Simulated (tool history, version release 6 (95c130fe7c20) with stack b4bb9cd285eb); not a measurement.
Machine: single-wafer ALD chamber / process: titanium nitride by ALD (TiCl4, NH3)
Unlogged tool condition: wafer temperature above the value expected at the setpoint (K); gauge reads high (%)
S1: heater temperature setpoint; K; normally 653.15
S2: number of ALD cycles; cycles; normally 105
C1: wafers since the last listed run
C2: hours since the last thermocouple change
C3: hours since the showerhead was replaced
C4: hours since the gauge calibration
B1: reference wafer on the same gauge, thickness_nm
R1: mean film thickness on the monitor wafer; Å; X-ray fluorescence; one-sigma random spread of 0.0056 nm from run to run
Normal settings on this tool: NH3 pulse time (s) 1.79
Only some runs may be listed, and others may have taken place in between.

run 1 hour=0.0 | S1=653.15 S2=105 NH3_pulse_time_(s)=2.14 | C1=0 C2=1451.2 C3=6147.6 C4=558.0 | B1=1.959 | R1=22.21
run 2 hour=9.0 | S1=653.15 S2=105 NH3_pulse_time_(s)=2.14 | C1=14 C2=1460.2 C3=6156.6 C4=567.0 | B1=1.957 | R1=22.30
run 3 hour=20.5 | S1=653.15 S2=105 NH3_pulse_time_(s)=2.14 | C1=18 C2=1471.7 C3=6168.1 C4=578.5 | B1=1.956 | R1=22.19
run 4 hour=27.7 | S1=653.15 S2=105 NH3_pulse_time_(s)=1.79 | C1=11 C2=1478.9 C3=6175.3 C4=585.7 | B1=1.955 | R1=21.88
run 5 hour=42.0 | S1=653.15 S2=105 NH3_pulse_time_(s)=1.79 | C1=23 C2=1493.2 C3=6189.6 C4=600.0 | B1=1.952 | R1=21.88
run 6 hour=55.4 | S1=653.15 S2=105 NH3_pulse_time_(s)=1.79 | C1=21 C2=1506.6 C3=6203.0 C4=613.4 | B1=1.951 | R1=21.95
run 7 hour=71.8 | S1=660.15 S2=105 NH3_pulse_time_(s)=1.79 | C1=26 C2=1523.0 C3=6219.4 C4=629.8 | B1=1.948 | R1=21.95
run 8 hour=78.3 | S1=660.15 S2=105 NH3_pulse_time_(s)=1.79 | C1=10 C2=1529.5 C3=6225.9 C4=636.3 | B1=1.947 | R1=21.97
run 9 hour=111.3 | S1=660.15 S2=105 NH3_pulse_time_(s)=1.79 | C1=53 C2=1562.5 C3=6258.9 C4=669.3 | B1=1.943 | R1=21.94
run 10 hour=118.7 | S1=653.15 S2=90 NH3_pulse_time_(s)=1.79 | C1=12 C2=1569.9 C3=6266.3 C4=676.7 | B1=1.943 | R1=18.71
-- hour=121.5 gauge calibrated
run 11 hour=132.3 | S1=653.15 S2=90 NH3_pulse_time_(s)=1.79 | C1=22 C2=1583.5 C3=6279.9 C4=10.8 | B1=1.987 | R1=19.07
run 12 hour=140.9 | S1=653.15 S2=90 NH3_pulse_time_(s)=1.79 | C1=14 C2=1592.1 C3=6288.5 C4=19.4 | B1=1.986 | R1=19.09
run 13 hour=151.7 | S1=653.15 S2=105 NH3_pulse_time_(s)=1.79 | C1=17 C2=1602.9 C3=6299.3 C4=30.2 | B1=1.985 | R1=22.17
run 14 hour=163.8 | S1=653.15 S2=105 NH3_pulse_time_(s)=1.79 | C1=19 C2=1615.0 C3=6311.4 C4=42.3 | B1=1.986 | R1=22.22
run 15 hour=177.7 | S1=653.15 S2=105 NH3_pulse_time_(s)=2.01 | C1=22 C2=1628.9 C3=6325.3 C4=56.2 | B1=1.986 | R1=22.42
run 16 hour=187.5 | S1=646.15 S2=105 NH3_pulse_time_(s)=1.79 | C1=15 C2=1638.7 C3=6335.1 C4=66.0 | B1=1.985 | R1=22.10
run 17 hour=203.8 | S1=639.15 S2=98 NH3_pulse_time_(s)=1.08 | C1=26 C2=1655.0 C3=6351.4 C4=82.3 | B1=1.985 | R1=19.42
run 18 hour=211.2 | S1=645.15 S2=113 NH3_pulse_time_(s)=1.32 | C1=12 C2=1662.4 C3=6358.8 C4=89.7 | B1=1.985 | R1=23.24
-- hour=228.3 thermocouple changed; heater temperature recalibrated
-- hour=236.3 showerhead replaced
run 19 hour=236.8 | S1=647.15 S2=105 NH3_pulse_time_(s)=1.79 | C1=15 C2=8.5 C3=0.5 C4=115.3 | B1=1.984 | R1=22.08
run 20 hour=237.4 | S1=667.15 S2=125 NH3_pulse_time_(s)=1.79 | C1=0 C2=9.1 C3=1.1 C4=115.9 | B1=1.985 | R1=26.95
run 21 hour=243.8 | S1=653.15 S2=105 NH3_pulse_time_(s)=1.79 | C1=10 C2=15.5 C3=7.5 C4=122.3 | B1=1.985 | R1=22.15
run 22 hour=257.9 | S1=661.15 S2=105 NH3_pulse_time_(s)=2.25 | C1=22 C2=29.6 C3=21.6 C4=136.4 | B1=1.984 | R1=22.64
run 23 hour=270.4 | S1=639.15 S2=89 NH3_pulse_time_(s)=1.79 | C1=20 C2=42.1 C3=34.1 C4=148.9 | B1=1.984 | R1=18.51
run 24 hour=279.2 | S1=648.15 S2=123 NH3_pulse_time_(s)=1.09 | C1=14 C2=50.9 C3=42.9 C4=157.7 | B1=1.984 | R1=24.81
run 25 hour=293.1 | S1=653.15 S2=105 NH3_pulse_time_(s)=1.79 | C1=22 C2=64.8 C3=56.8 C4=171.6 | B1=1.982 | R1=22.30
run 26 hour=310.2 | S1=653.15 S2=124 NH3_pulse_time_(s)=1.79 | C1=27 C2=81.9 C3=73.9 C4=188.7 | B1=1.982 | R1=26.21
run 27 hour=319.0 | S1=653.15 S2=105 NH3_pulse_time_(s)=1.79 | C1=14 C2=90.7 C3=82.7 C4=197.5 | B1=1.982 | R1=22.18
run 28 hour=327.0 | S1=668.15 S2=96 NH3_pulse_time_(s)=2.36 | C1=13 C2=98.7 C3=90.7 C4=205.5 | B1=1.982 | R1=20.76
run 29 hour=337.8 | S1=653.15 S2=105 NH3_pulse_time_(s)=1.32 | C1=17 C2=109.5 C3=101.5 C4=216.3 | B1=1.980 | R1=21.74
run 30 hour=349.8 | S1=645.15 S2=86 NH3_pulse_time_(s)=2.04 | C1=19 C2=121.5 C3=113.5 C4=228.3 | B1=1.981 | R1=18.20
run 31 hour=363.9 | S1=653.15 S2=92 NH3_pulse_time_(s)=2.31 | C1=22 C2=135.6 C3=127.6 C4=242.4 | B1=1.978 | R1=19.77
run 32 hour=376.1 | S1=639.15 S2=122 NH3_pulse_time_(s)=1.52 | C1=19 C2=147.8 C3=139.8 C4=254.6 | B1=1.979 | R1=25.00
run 33 hour=387.0 | S1=653.15 S2=105 NH3_pulse_time_(s)=1.79 | C1=17 C2=158.7 C3=150.7 C4=265.5 | B1=1.978 | R1=22.23
run 34 hour=399.0 | S1=647.15 S2=112 NH3_pulse_time_(s)=1.22 | C1=19 C2=170.7 C3=162.7 C4=277.5 | B1=1.977 | R1=22.85
run 35 hour=413.5 | S1=653.15 S2=105 NH3_pulse_time_(s)=1.79 | C1=23 C2=185.2 C3=177.2 C4=292.0 | B1=1.976 | R1=22.11
run 36 hour=424.8 | S1=658.15 S2=126 NH3_pulse_time_(s)=2.22 | C1=18 C2=196.5 C3=188.5 C4=303.3 | B1=1.975 | R1=27.11
run 37 hour=431.7 | S1=653.15 S2=105 NH3_pulse_time_(s)=1.79 | C1=11 C2=203.4 C3=195.4 C4=310.2 | B1=1.975 | R1=22.26
run 38 hour=442.1 | S1=668.15 S2=120 NH3_pulse_time_(s)=1.79 | C1=16 C2=213.8 C3=205.8 C4=320.6 | B1=1.974 | R1=25.66
run 39 hour=455.6 | S1=664.15 S2=105 NH3_pulse_time_(s)=2.24 | C1=22 C2=227.3 C3=219.3 C4=334.1 | B1=1.973 | R1=22.72

What if the next run were any one of these 5? Each begins from the tool's condition after run 39:
run A hour=456.2 | S1=653.15 S2=105 NH3_pulse_time_(s)=1.79 | C1=0 C2=227.9 C3=219.9 C4=334.7 | B1=? | R1=?
run B hour=456.2 | S1=653.15 S2=124 NH3_pulse_time_(s)=1.48 | C1=0 C2=227.9 C3=219.9 C4=334.7 | B1=? | R1=?
run C hour=456.2 | S1=653.15 S2=118 NH3_pulse_time_(s)=1.79 | C1=0 C2=227.9 C3=219.9 C4=334.7 | B1=? | R1=?
run D hour=456.2 | S1=657.15 S2=112 NH3_pulse_time_(s)=1.10 | C1=0 C2=227.9 C3=219.9 C4=334.7 | B1=? | R1=?
run E hour=456.2 | S1=666.15 S2=123 NH3_pulse_time_(s)=2.21 | C1=0 C2=227.9 C3=219.9 C4=334.7 | B1=? | R1=?

run=A B1=1.974 R1=22.14
run=B B1=1.974 R1=25.82
run=C B1=1.974 R1=24.88
run=D B1=1.974 R1=22.91
run=E B1=1.974 R1=26.51
What these runs would have given with no unlogged condition in the tool:
run=A R1=22.33
run=B R1=26.03
run=C R1=25.09
run=D R1=23.11
run=E R1=26.73
